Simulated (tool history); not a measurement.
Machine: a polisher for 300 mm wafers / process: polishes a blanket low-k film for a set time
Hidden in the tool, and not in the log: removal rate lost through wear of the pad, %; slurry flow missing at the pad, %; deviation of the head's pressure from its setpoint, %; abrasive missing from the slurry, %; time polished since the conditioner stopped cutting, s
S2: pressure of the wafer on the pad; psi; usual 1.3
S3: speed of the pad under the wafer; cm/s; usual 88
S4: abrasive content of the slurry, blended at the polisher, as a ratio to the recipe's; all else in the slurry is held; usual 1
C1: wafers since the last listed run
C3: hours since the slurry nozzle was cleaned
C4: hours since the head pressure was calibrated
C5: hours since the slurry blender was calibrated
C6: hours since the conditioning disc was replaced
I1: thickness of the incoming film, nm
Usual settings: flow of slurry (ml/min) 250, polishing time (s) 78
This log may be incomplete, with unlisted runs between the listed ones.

run 1 day=0 | flow_of_slurry_(ml/min)=250 S2=1.3 S3=88 S4=1 polishing_time_(s)=78 | C1=0 wafers_polished_on_this_pad=794 C3=288.5 C4=77 C5=188.9 C6=187.7 | I1=608.1 | film_removed_(nm)=16.2
-- day=1.388 slurry nozzle cleaned
run 2 day=2.942 | flow_of_slurry_(ml/min)=250 S2=1.3 S3=88 S4=1.25 polishing_time_(s)=78 | C1=589 wafers_polished_on_this_pad=1384 C3=37.3 C4=147.6 C5=259.5 C6=258.3 | I1=595.9 | film_removed_(nm)=17.6
-- day=3.542 slurry blender recalibrated
-- day=4.792 conditioning disc replaced and pad reconditioned
run 3 day=5.9 | flow_of_slurry_(ml/min)=250 S2=1.3 S3=88 S4=1.25 polishing_time_(s)=78 | C1=567 wafers_polished_on_this_pad=1952 C3=108.3 C4=218.6 C5=56.6 C6=26.6 | I1=618 | film_removed_(nm)=18.3
run 4 day=8.017 | flow_of_slurry_(ml/min)=250 S2=1.3 S3=88 S4=1.25 polishing_time_(s)=78 | C1=430 wafers_polished_on_this_pad=2382 C3=159.1 C4=269.4 C5=107.4 C6=77.4 | I1=605.7 | film_removed_(nm)=18
-- day=8.458 worn pad replaced by a new one, of another model than before
run 5 day=10.025 | flow_of_slurry_(ml/min)=250 S2=1.3 S3=88 S4=1 polishing_time_(s)=78 | C1=374 wafers_polished_on_this_pad=318 C3=207.3 C4=317.6 C5=155.6 C6=125.6 | I1=616.8 | film_removed_(nm)=16.1
run 6 day=11.138 | flow_of_slurry_(ml/min)=250 S2=1.3 S3=88 S4=1 polishing_time_(s)=78 | C1=226 wafers_polished_on_this_pad=545 C3=234 C4=344.3 C5=182.3 C6=152.3 | I1=602.9 | film_removed_(nm)=16.1
run 7 day=12.65 | flow_of_slurry_(ml/min)=250 S2=1.2 S3=88 S4=1 polishing_time_(s)=59 | C1=307 wafers_polished_on_this_pad=852 C3=270.3 C4=380.6 C5=218.6 C6=188.6 | I1=623.2 | film_removed_(nm)=11.6
run 8 day=13.708 | flow_of_slurry_(ml/min)=250 S2=1.2 S3=88 S4=1 polishing_time_(s)=59 | C1=215 wafers_polished_on_this_pad=1068 C3=295.7 C4=406 C5=244 C6=214 | I1=622.3 | film_removed_(nm)=11.5
-- day=16.029 slurry nozzle cleaned
run 9 day=16.221 | flow_of_slurry_(ml/min)=250 S2=1.2 S3=88 S4=1 polishing_time_(s)=59 | C1=502 wafers_polished_on_this_pad=1570 C3=4.6 C4=466.3 C5=304.3 C6=274.3 | I1=608.8 | film_removed_(nm)=11.2
-- day=18.342 slurry blender recalibrated
run 10 day=18.833 | flow_of_slurry_(ml/min)=250 S2=1.3 S3=88 S4=1 polishing_time_(s)=78 | C1=514 wafers_polished_on_this_pad=2085 C3=67.3 C4=529 C5=11.8 C6=337 | I1=613.1 | film_removed_(nm)=15.2
-- day=19.062 conditioning disc replaced and pad reconditioned
run 11 day=20.538 | flow_of_slurry_(ml/min)=250 S2=1.2 S3=88 S4=1.2 polishing_time_(s)=60 | C1=329 wafers_polished_on_this_pad=2414 C3=108.2 C4=569.9 C5=52.7 C6=35.4 | I1=598.1 | film_removed_(nm)=13
-- day=23.333 worn pad replaced by a new one
run 12 day=28.488 | flow_of_slurry_(ml/min)=250 S2=1.3 S3=88 S4=1 polishing_time_(s)=78 | C1=1583 wafers_polished_on_this_pad=1048 C3=299 C4=760.7 C5=243.5 C6=226.2 | I1=599.7 | film_removed_(nm)=15.6
-- day=29.25 slurry nozzle cleaned
-- day=29.954 slurry blender recalibrated
run 13 day=31.45 | flow_of_slurry_(ml/min)=250 S2=1.3 S3=110 S4=1 polishing_time_(s)=78 | C1=577 wafers_polished_on_this_pad=1625 C3=52.8 C4=831.8 C5=35.9 C6=297.3 | I1=601.6 | film_removed_(nm)=18.7
-- day=33.112 conditioning disc replaced and pad reconditioned
run 14 day=33.583 | flow_of_slurry_(ml/min)=335 S2=1.4 S3=88 S4=1 polishing_time_(s)=78 | C1=417 wafers_polished_on_this_pad=2042 C3=104 C4=883 C5=87.1 C6=11.3 | I1=614.6 | film_removed_(nm)=17.5
run 15 day=34.721 | flow_of_slurry_(ml/min)=250 S2=1.3 S3=88 S4=1 polishing_time_(s)=78 | C1=231 wafers_polished_on_this_pad=2274 C3=131.3 C4=910.3 C5=114.4 C6=38.6 | I1=605.8 | film_removed_(nm)=16.4
run 16 day=36.683 | flow_of_slurry_(ml/min)=250 S2=1.3 S3=88 S4=1 polishing_time_(s)=78 | C1=399 wafers_polished_on_this_pad=2673 C3=178.4 C4=957.4 C5=161.5 C6=85.7 | I1=619.3 | film_removed_(nm)=15.9
-- day=37.871 worn pad replaced by a new one
-- day=38.354 head pressure recalibrated
run 17 day=39.208 | flow_of_slurry_(ml/min)=250 S2=1.3 S3=88 S4=1 polishing_time_(s)=78 | C1=462 wafers_polished_on_this_pad=255 C3=239 C4=20.5 C5=222.1 C6=146.3 | I1=616.8 | film_removed_(nm)=16
run 18 day=42.029 | flow_of_slurry_(ml/min)=250 S2=1.3 S3=88 S4=1 polishing_time_(s)=64 | C1=573 wafers_polished_on_this_pad=829 C3=306.7 C4=88.2 C5=289.8 C6=214 | I1=616.2 | film_removed_(nm)=12.8
-- day=43.612 slurry nozzle cleaned
run 19 day=44.417 | flow_of_slurry_(ml/min)=250 S2=1.8 S3=66 S4=1.1 polishing_time_(s)=78 | C1=477 wafers_polished_on_this_pad=1306 C3=19.3 C4=145.5 C5=347.1 C6=271.3 | I1=614.7 | film_removed_(nm)=14.7
-- day=45.262 slurry blender recalibrated
-- day=46.35 conditioning disc replaced and pad reconditioned
run 20 day=47.175 | flow_of_slurry_(ml/min)=250 S2=1.3 S3=88 S4=1 polishing_time_(s)=78 | C1=527 wafers_polished_on_this_pad=1833 C3=85.5 C4=211.7 C5=45.9 C6=19.8 | I1=605.8 | film_removed_(nm)=16.2

Run 21 is up next; what results do you expect?
run 21 day=48.204 | flow_of_slurry_(ml/min)=180 S2=1.5 S3=100 S4=1 polishing_time_(s)=86 | C1=209 wafers_polished_on_this_pad=2043 C3=110.2 C4=236.4 C5=70.6 C6=44.5 | I1=616.2 | film_removed_(nm)=?

{"run 21": {"film removed (nm)": 19.5}}
Were there no unlogged condition in the tool, this run, its random variation unchanged, would have produced film removed (nm) 19.6.
